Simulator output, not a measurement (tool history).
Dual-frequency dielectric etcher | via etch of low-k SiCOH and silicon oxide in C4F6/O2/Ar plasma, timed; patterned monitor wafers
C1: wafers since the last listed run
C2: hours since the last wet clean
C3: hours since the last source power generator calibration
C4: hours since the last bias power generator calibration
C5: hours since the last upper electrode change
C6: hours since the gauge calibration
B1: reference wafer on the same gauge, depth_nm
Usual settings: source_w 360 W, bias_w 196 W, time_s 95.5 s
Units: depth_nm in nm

{"run": 1, "day": 0.0, "source_w": 430, "bias_w": 196, "time_s": 81.5, "C1": 0, "C2": 356.8, "C3": 4914.2, "C4": 1692.4, "C5": 3300.5, "C6": 178.3, "B1": 305.8, "depth_nm": 258.2}
{"run": 2, "day": 0.767, "source_w": 360, "bias_w": 196, "time_s": 79, "C1": 220, "C2": 375.2, "C3": 4932.6, "C4": 1710.8, "C5": 3318.9, "C6": 196.7, "B1": 306.4, "depth_nm": 236.6}
{"run": 3, "day": 1.458, "source_w": 360, "bias_w": 196, "time_s": 79, "C1": 198, "C2": 391.8, "C3": 4949.2, "C4": 1727.4, "C5": 3335.5, "C6": 213.3, "B1": 306.3, "depth_nm": 238.7}
{"run": 4, "day": 2.033, "source_w": 360, "bias_w": 196, "time_s": 79, "C1": 165, "C2": 405.6, "C3": 4963, "C4": 1741.2, "C5": 3349.3, "C6": 227.1, "B1": 306.3, "depth_nm": 237.7}
{"run": 5, "day": 6.046, "source_w": 360, "bias_w": 196, "time_s": 95.5, "C1": 1151, "C2": 501.9, "C3": 5059.3, "C4": 1837.5, "C5": 3445.6, "C6": 323.4, "B1": 306.1, "depth_nm": 287.5}
{"day": 6.688, "done": "gauge calibrated"}
{"day": 7.704, "done": "wet clean of the chamber"}
{"run": 6, "day": 7.725, "source_w": 360, "bias_w": 196, "time_s": 95.5, "C1": 194, "C2": 0.5, "C3": 5099.6, "C4": 1877.8, "C5": 3485.9, "C6": 24.9, "B1": 306.2, "depth_nm": 286.7}
{"run": 7, "day": 7.979, "source_w": 360, "bias_w": 196, "time_s": 95.5, "C1": 72, "C2": 6.6, "C3": 5105.7, "C4": 1883.9, "C5": 3492, "C6": 31, "B1": 306, "depth_nm": 287.8}
{"run": 8, "day": 8.85, "source_w": 330, "bias_w": 196, "time_s": 95.5, "C1": 250, "C2": 27.5, "C3": 5126.6, "C4": 1904.8, "C5": 3512.9, "C6": 51.9, "B1": 306.2, "depth_nm": 277.2}
{"run": 9, "day": 9.783, "source_w": 360, "bias_w": 196, "time_s": 95.5, "C1": 267, "C2": 49.9, "C3": 5149, "C4": 1927.2, "C5": 3535.3, "C6": 74.3, "B1": 306, "depth_nm": 287.2}
{"day": 10.317, "done": "bias power generator calibrated"}
{"run": 10, "day": 10.867, "source_w": 420, "bias_w": 221, "time_s": 82.5, "C1": 263, "C2": 75.9, "C3": 5175, "C4": 13.2, "C5": 3561.3, "C6": 100.3, "B1": 306.1, "depth_nm": 273.2}
{"day": 12.321, "done": "upper electrode replaced"}
{"day": 12.404, "done": "source power generator calibrated"}
{"run": 11, "day": 12.425, "source_w": 360, "bias_w": 196, "time_s": 95.5, "C1": 136, "C2": 113.3, "C3": 0.5, "C4": 50.6, "C5": 2.5, "C6": 137.7, "B1": 306, "depth_nm": 286}
{"run": 12, "day": 12.438, "source_w": 310, "bias_w": 196, "time_s": 95.5, "C1": 3, "C2": 113.6, "C3": 0.8, "C4": 50.9, "C5": 2.8, "C6": 138, "B1": 306.1, "depth_nm": 274.3}
{"run": 13, "day": 13.112, "source_w": 320, "bias_w": 243, "time_s": 95.5, "C1": 193, "C2": 129.8, "C3": 17, "C4": 67.1, "C5": 19, "C6": 154.2, "B1": 306, "depth_nm": 302.4}
{"run": 14, "day": 13.808, "source_w": 360, "bias_w": 214, "time_s": 72, "C1": 199, "C2": 146.5, "C3": 33.7, "C4": 83.8, "C5": 35.7, "C6": 170.9, "B1": 306, "depth_nm": 225.4}
{"run": 15, "day": 14.408, "source_w": 360, "bias_w": 212, "time_s": 95.5, "C1": 172, "C2": 160.9, "C3": 48.1, "C4": 98.2, "C5": 50.1, "C6": 185.3, "B1": 305.7, "depth_nm": 296.4}
{"run": 16, "day": 15.058, "source_w": 320, "bias_w": 182, "time_s": 73, "C1": 186, "C2": 176.5, "C3": 63.7, "C4": 113.8, "C5": 65.7, "C6": 200.9, "B1": 306, "depth_nm": 205.7}
{"run": 17, "day": 16.021, "source_w": 410, "bias_w": 233, "time_s": 79, "C1": 276, "C2": 199.6, "C3": 86.8, "C4": 136.9, "C5": 88.8, "C6": 224, "B1": 305.9, "depth_nm": 264.2}

What the log doesn't show, run by run:
etch rate over this chamber's usual, %: 0 in every run
source power that arrives over what is set, %: 0 in every run
bias power that arrives over what is set, %: 0 in every run
gauge reads high (%): 0 in every run
